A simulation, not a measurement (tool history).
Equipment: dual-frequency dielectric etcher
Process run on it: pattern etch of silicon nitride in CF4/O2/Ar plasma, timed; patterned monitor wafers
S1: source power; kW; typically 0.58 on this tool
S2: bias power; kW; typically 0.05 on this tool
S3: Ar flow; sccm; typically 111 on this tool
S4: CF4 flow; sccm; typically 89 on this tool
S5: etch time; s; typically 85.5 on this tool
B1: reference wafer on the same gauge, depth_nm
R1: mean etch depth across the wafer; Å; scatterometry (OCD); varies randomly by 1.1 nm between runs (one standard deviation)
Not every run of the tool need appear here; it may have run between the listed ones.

{"run": 1, "hour": 0.0, "S1": 0.58, "S2": 0.05, "S3": 111, "S4": 89, "S5": 85.5, "B1": 141.6, "R1": 1629}
{"run": 2, "hour": 11.2, "S1": 0.58, "S2": 0.05, "S3": 111, "S4": 89, "S5": 102.5, "B1": 141.4, "R1": 1940}
{"run": 3, "hour": 24.5, "S1": 0.62, "S2": 0.058, "S3": 111, "S4": 89, "S5": 85.5, "B1": 140.8, "R1": 1769}
{"run": 4, "hour": 37.8, "S1": 0.58, "S2": 0.041, "S3": 111, "S4": 101, "S5": 102.5, "B1": 140.9, "R1": 1805}
{"hour": 53.3, "done": "Ar flow controller replaced"}
{"run": 5, "hour": 53.8, "S1": 0.72, "S2": 0.05, "S3": 139, "S4": 89, "S5": 104.5, "B1": 141.3, "R1": 2143}
{"run": 6, "hour": 55.1, "S1": 0.58, "S2": 0.05, "S3": 111, "S4": 89, "S5": 85.5, "B1": 140.5, "R1": 1606}
{"run": 7, "hour": 67.9, "S1": 0.5, "S2": 0.05, "S3": 130, "S4": 83, "S5": 85.5, "B1": 141, "R1": 1386}
{"hour": 79.9, "done": "gauge calibrated"}
{"hour": 93.9, "done": "wet clean of the chamber"}
{"run": 8, "hour": 94.4, "S1": 0.58, "S2": 0.05, "S3": 111, "S4": 89, "S5": 102.5, "B1": 141.2, "R1": 2008}
{"run": 9, "hour": 112.7, "S1": 0.58, "S2": 0.05, "S3": 125, "S4": 107, "S5": 85.5, "B1": 140.7, "R1": 1677}
{"hour": 124.1, "done": "source power generator calibrated"}
{"run": 10, "hour": 133.5, "S1": 0.65, "S2": 0.05, "S3": 111, "S4": 89, "S5": 85.5, "B1": 140.8, "R1": 1785}
{"run": 11, "hour": 145.9, "S1": 0.58, "S2": 0.06, "S3": 89, "S4": 89, "S5": 85.5, "B1": 141.2, "R1": 1881}
{"run": 12, "hour": 156.8, "S1": 0.58, "S2": 0.05, "S3": 137, "S4": 78, "S5": 77.5, "B1": 141, "R1": 1396}
{"run": 13, "hour": 168.7, "S1": 0.67, "S2": 0.045, "S3": 111, "S4": 89, "S5": 85.5, "B1": 141, "R1": 1771}
{"run": 14, "hour": 184.4, "S1": 0.58, "S2": 0.05, "S3": 91, "S4": 89, "S5": 85.5, "B1": 141.3, "R1": 1713}
{"run": 15, "hour": 198.3, "S1": 0.58, "S2": 0.05, "S3": 111, "S4": 89, "S5": 102.5, "B1": 141.3, "R1": 1985}
{"run": 16, "hour": 208.5, "S1": 0.58, "S2": 0.05, "S3": 111, "S4": 89, "S5": 93.5, "B1": 140.8, "R1": 1802}
{"run": 17, "hour": 220.4, "S1": 0.65, "S2": 0.039, "S3": 111, "S4": 89, "S5": 85.5, "B1": 140.7, "R1": 1607}
{"run": 18, "hour": 231.5, "S1": 0.58, "S2": 0.05, "S3": 111, "S4": 89, "S5": 85.5, "B1": 141, "R1": 1641}
{"run": 19, "hour": 238.6, "S1": 0.58, "S2": 0.05, "S3": 111, "S4": 89, "S5": 61.5, "B1": 141.1, "R1": 1178}
{"run": 20, "hour": 255.4, "S1": 0.49, "S2": 0.05, "S3": 88, "S4": 77, "S5": 85.5, "B1": 141.1, "R1": 1495}

5 options for the next run, each taken on its own from the tool as it stands now. Forecast them:
{"run": "A", "hour": 255.8, "S1": 0.58, "S2": 0.05, "S3": 111, "S4": 89, "S5": 85.5, "B1": "?", "R1": "?"}
{"run": "B", "hour": 255.8, "S1": 0.58, "S2": 0.05, "S3": 100, "S4": 89, "S5": 103, "B1": "?", "R1": "?"}
{"run": "C", "hour": 255.8, "S1": 0.46, "S2": 0.057, "S3": 111, "S4": 105, "S5": 111, "B1": "?", "R1": "?"}
{"run": "D", "hour": 255.8, "S1": 0.5, "S2": 0.05, "S3": 86, "S4": 89, "S5": 85.5, "B1": "?", "R1": "?"}
{"run": "E", "hour": 255.8, "S1": 0.58, "S2": 0.057, "S3": 99, "S4": 80, "S5": 66, "B1": "?", "R1": "?"}

run=A B1=141.4 R1=1626
run=B B1=141.4 R1=2004
run=C B1=141.4 R1=1962
run=D B1=141.4 R1=1562
run=E B1=141.4 R1=1334
Stripped of hidden state, with their random variation kept, the same runs would have yielded:
run=A R1=1664
run=B R1=2050
run=C R1=2008
run=D R1=1598
run=E R1=1365
